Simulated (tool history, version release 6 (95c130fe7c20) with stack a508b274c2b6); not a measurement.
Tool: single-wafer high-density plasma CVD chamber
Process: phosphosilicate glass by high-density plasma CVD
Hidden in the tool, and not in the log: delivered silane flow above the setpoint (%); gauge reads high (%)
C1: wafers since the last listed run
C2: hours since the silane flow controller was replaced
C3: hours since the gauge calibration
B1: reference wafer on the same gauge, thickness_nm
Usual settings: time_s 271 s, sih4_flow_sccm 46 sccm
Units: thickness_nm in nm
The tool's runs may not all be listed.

{"run": 1, "hour": 0.0, "time_s": 271, "sih4_flow_sccm": 46, "C1": 0, "C2": 2313.3, "C3": 248.9, "B1": 1051.191, "thickness_nm": 1103.989}
{"run": 2, "hour": 35.1, "time_s": 232, "sih4_flow_sccm": 42, "C1": 281, "C2": 2348.4, "C3": 284.0, "B1": 1050.957, "thickness_nm": 874.049}
{"run": 3, "hour": 65.2, "time_s": 232, "sih4_flow_sccm": 42, "C1": 241, "C2": 2378.5, "C3": 314.1, "B1": 1049.907, "thickness_nm": 878.88}
{"run": 4, "hour": 227.4, "time_s": 271, "sih4_flow_sccm": 50, "C1": 1303, "C2": 2540.7, "C3": 476.3, "B1": 1050.669, "thickness_nm": 1195.908}
{"run": 5, "hour": 296.2, "time_s": 271, "sih4_flow_sccm": 50, "C1": 552, "C2": 2609.5, "C3": 545.1, "B1": 1049.487, "thickness_nm": 1200.047}
{"run": 6, "hour": 333.0, "time_s": 271, "sih4_flow_sccm": 50, "C1": 295, "C2": 2646.3, "C3": 581.9, "B1": 1051.122, "thickness_nm": 1197.426}
{"run": 7, "hour": 371.4, "time_s": 294, "sih4_flow_sccm": 46, "C1": 308, "C2": 2684.7, "C3": 620.3, "B1": 1049.871, "thickness_nm": 1198.768}
{"run": 8, "hour": 404.1, "time_s": 294, "sih4_flow_sccm": 46, "C1": 262, "C2": 2717.4, "C3": 653.0, "B1": 1049.476, "thickness_nm": 1205.201}
{"run": 9, "hour": 472.3, "time_s": 294, "sih4_flow_sccm": 46, "C1": 547, "C2": 2785.6, "C3": 721.2, "B1": 1050.691, "thickness_nm": 1195.103}
{"run": 10, "hour": 512.5, "time_s": 271, "sih4_flow_sccm": 42, "C1": 322, "C2": 2825.8, "C3": 761.4, "B1": 1049.406, "thickness_nm": 1020.853}
{"run": 11, "hour": 541.2, "time_s": 271, "sih4_flow_sccm": 42, "C1": 230, "C2": 2854.5, "C3": 790.1, "B1": 1050.464, "thickness_nm": 1020.345}
{"run": 12, "hour": 602.9, "time_s": 232, "sih4_flow_sccm": 42, "C1": 495, "C2": 2916.2, "C3": 851.8, "B1": 1049.397, "thickness_nm": 880.712}
{"hour": 624.8, "done": "gauge calibrated"}
{"run": 13, "hour": 637.6, "time_s": 288, "sih4_flow_sccm": 46, "C1": 278, "C2": 2950.9, "C3": 12.8, "B1": 1051.099, "thickness_nm": 1174.711}
{"run": 14, "hour": 708.0, "time_s": 291, "sih4_flow_sccm": 55, "C1": 565, "C2": 3021.3, "C3": 83.2, "B1": 1049.973, "thickness_nm": 1412.118}
{"run": 15, "hour": 747.0, "time_s": 232, "sih4_flow_sccm": 40, "C1": 313, "C2": 3060.3, "C3": 122.2, "B1": 1049.432, "thickness_nm": 836.149}
{"run": 16, "hour": 810.4, "time_s": 224, "sih4_flow_sccm": 49, "C1": 509, "C2": 3123.7, "C3": 185.6, "B1": 1051.032, "thickness_nm": 972.365}
{"run": 17, "hour": 855.0, "time_s": 228, "sih4_flow_sccm": 51, "C1": 358, "C2": 3168.3, "C3": 230.2, "B1": 1050.06, "thickness_nm": 1041.753}
{"hour": 922.1, "done": "silane flow controller replaced"}
{"run": 18, "hour": 926.5, "time_s": 271, "sih4_flow_sccm": 46, "C1": 510, "C2": 4.4, "C3": 301.7, "B1": 1049.749, "thickness_nm": 1113.191}
{"run": 19, "hour": 967.1, "time_s": 271, "sih4_flow_sccm": 46, "C1": 326, "C2": 45.0, "C3": 342.3, "B1": 1049.374, "thickness_nm": 1111.828}
{"run": 20, "hour": 1016.0, "time_s": 247, "sih4_flow_sccm": 37, "C1": 392, "C2": 93.9, "C3": 391.2, "B1": 1049.126, "thickness_nm": 816.221}
{"run": 21, "hour": 1073.4, "time_s": 271, "sih4_flow_sccm": 46, "C1": 461, "C2": 151.3, "C3": 448.6, "B1": 1050.82, "thickness_nm": 1107.866}
{"run": 22, "hour": 1136.4, "time_s": 226, "sih4_flow_sccm": 53, "C1": 506, "C2": 214.3, "C3": 511.6, "B1": 1050.33, "thickness_nm": 1058.7}
{"run": 23, "hour": 1255.2, "time_s": 271, "sih4_flow_sccm": 38, "C1": 954, "C2": 333.1, "C3": 630.4, "B1": 1051.297, "thickness_nm": 925.972}

3 ways to go on from here, each from the tool as it stands after run 23. What would each give?
{"run": "A", "hour": 1255.7, "time_s": 271, "sih4_flow_sccm": 54, "C1": 4, "C2": 333.6, "C3": 630.9, "B1": "?", "thickness_nm": "?"}
{"run": "B", "hour": 1255.7, "time_s": 243, "sih4_flow_sccm": 41, "C1": 4, "C2": 333.6, "C3": 630.9, "B1": "?", "thickness_nm": "?"}
{"run": "C", "hour": 1255.7, "time_s": 240, "sih4_flow_sccm": 42, "C1": 4, "C2": 333.6, "C3": 630.9, "B1": "?", "thickness_nm": "?"}

run=A B1=1050.046 thickness_nm=1308.214
run=B B1=1050.046 thickness_nm=900.704
run=C B1=1050.046 thickness_nm=910.275
Without the tool's hidden state the same runs would have given:
run=A thickness_nm=1308.214
run=B thickness_nm=900.704
run=C thickness_nm=910.275

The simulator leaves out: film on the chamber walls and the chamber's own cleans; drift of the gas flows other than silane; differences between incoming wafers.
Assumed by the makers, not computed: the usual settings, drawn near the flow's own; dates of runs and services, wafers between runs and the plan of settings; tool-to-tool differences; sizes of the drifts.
